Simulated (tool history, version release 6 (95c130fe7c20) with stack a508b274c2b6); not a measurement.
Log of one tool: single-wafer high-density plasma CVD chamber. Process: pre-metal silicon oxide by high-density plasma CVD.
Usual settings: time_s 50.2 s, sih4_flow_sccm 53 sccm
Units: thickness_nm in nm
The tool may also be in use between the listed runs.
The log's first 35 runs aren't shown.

run    hour  time_s  sih4_flow_sccm  read-back reference wafer on the same gauge, thickness_nm  thickness_nm
 36  1725.9    50.2              53                                                    302.613       252.448
 37  1756.8    50.2              53                                                    303.278       253.342
 38  1808.3    50.2              53                                                    302.972       254.127
 39  1868.6    50.2              53                                                    302.961       249.527
 40  1920.1    45.4              57                                                     303.46       244.079
 41  1961.4    44.2              59                                                    303.216       247.427
 42  2047.9    60.1              53                                                    303.267       299.434
 43  2113.7    45.5              46                                                    302.973       196.519
 44  2144.8    54.6              53                                                    303.227        275.12
 45  2205.7    50.2              53                                                    302.724        252.81
 46  2250.7    50.2              49                                                    302.366       231.794
 47  2321.1    50.2              53                                                    302.492       252.268

3 ways to go on from here, each from the tool as it stands after run 47. What would each give?
  A  2321.5    56.3              53                                                          ?             ?
  B  2321.5    55.8              50                                                          ?             ?
  C  2321.5    44.3              57                                                          ?             ?

run  read-back reference wafer on the same gauge, thickness_nm  thickness_nm
  A                                                    302.703       282.208
  B                                                    302.703        263.87
  C                                                    302.703       238.816
Without the tool's hidden state the same runs would have given:
run  thickness_nm
  A        284.31
  B       265.835
  C       240.595

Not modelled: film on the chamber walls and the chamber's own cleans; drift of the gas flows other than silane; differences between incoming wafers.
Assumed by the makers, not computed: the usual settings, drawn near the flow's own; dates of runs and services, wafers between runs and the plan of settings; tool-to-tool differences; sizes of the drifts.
